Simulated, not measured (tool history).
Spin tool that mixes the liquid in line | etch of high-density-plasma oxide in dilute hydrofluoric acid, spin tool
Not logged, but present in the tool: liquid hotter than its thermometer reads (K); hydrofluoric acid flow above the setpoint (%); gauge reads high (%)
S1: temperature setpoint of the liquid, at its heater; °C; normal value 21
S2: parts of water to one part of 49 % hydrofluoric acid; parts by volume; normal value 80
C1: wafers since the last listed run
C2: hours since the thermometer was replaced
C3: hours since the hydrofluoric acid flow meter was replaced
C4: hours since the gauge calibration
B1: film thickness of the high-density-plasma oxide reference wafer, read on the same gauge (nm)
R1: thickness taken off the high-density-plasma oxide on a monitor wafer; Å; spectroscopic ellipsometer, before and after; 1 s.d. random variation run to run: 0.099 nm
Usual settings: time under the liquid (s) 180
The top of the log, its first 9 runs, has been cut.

run 10 hour=838.9 | S1=21 S2=95 time_under_the_liquid_(s)=220 | C1=593 C2=1492.3 C3=831 C4=253.6 | B1=59.99 | R1=112.9
run 11 hour=898.1 | S1=17 S2=105 time_under_the_liquid_(s)=120 | C1=555 C2=1551.5 C3=890.2 C4=312.8 | B1=60.01 | R1=47.1
-- hour=923 thermometer replaced
run 12 hour=946.8 | S1=21 S2=80 time_under_the_liquid_(s)=275 | C1=447 C2=23.8 C3=938.9 C4=361.5 | B1=59.99 | R1=170.7
run 13 hour=1142.4 | S1=21 S2=80 time_under_the_liquid_(s)=180 | C1=1834 C2=219.4 C3=1134.5 C4=557.1 | B1=59.98 | R1=114.8
run 14 hour=1212 | S1=21 S2=65 time_under_the_liquid_(s)=180 | C1=652 C2=289 C3=1204.1 C4=626.7 | B1=60.01 | R1=143.9
-- hour=1272 hydrofluoric acid flow meter replaced
run 15 hour=1313.6 | S1=21 S2=45 time_under_the_liquid_(s)=180 | C1=943 C2=390.6 C3=41.6 C4=728.3 | B1=59.99 | R1=198.2
run 16 hour=1388 | S1=21 S2=80 time_under_the_liquid_(s)=180 | C1=697 C2=465 C3=116 C4=802.7 | B1=60 | R1=106.5
run 17 hour=1448.1 | S1=21 S2=80 time_under_the_liquid_(s)=180 | C1=563 C2=525.1 C3=176.1 C4=862.8 | B1=59.97 | R1=107.5
run 18 hour=1488.8 | S1=23.5 S2=100 time_under_the_liquid_(s)=235 | C1=381 C2=565.8 C3=216.8 C4=903.5 | B1=60 | R1=122.2
run 19 hour=1565.6 | S1=21 S2=120 time_under_the_liquid_(s)=230 | C1=720 C2=642.6 C3=293.6 C4=980.3 | B1=60 | R1=87.9
run 20 hour=1612.7 | S1=21 S2=80 time_under_the_liquid_(s)=265 | C1=441 C2=689.7 C3=340.7 C4=1027.4 | B1=59.97 | R1=161.8
run 21 hour=1655.3 | S1=19.5 S2=80 time_under_the_liquid_(s)=180 | C1=399 C2=732.3 C3=383.3 C4=1070 | B1=59.98 | R1=102.4

For run 22, what comes out?
run 22 hour=1731.1 | S1=24.5 S2=80 time_under_the_liquid_(s)=85 | C1=710 C2=808.1 C3=459.1 C4=1145.8 | B1=? | R1=?

Run 22 yielded B1 60, R1 59.8 Å.
Take away the tool's hidden state, keep the run-to-run variation as it was, and the same run would have given R1 57.9 Å.
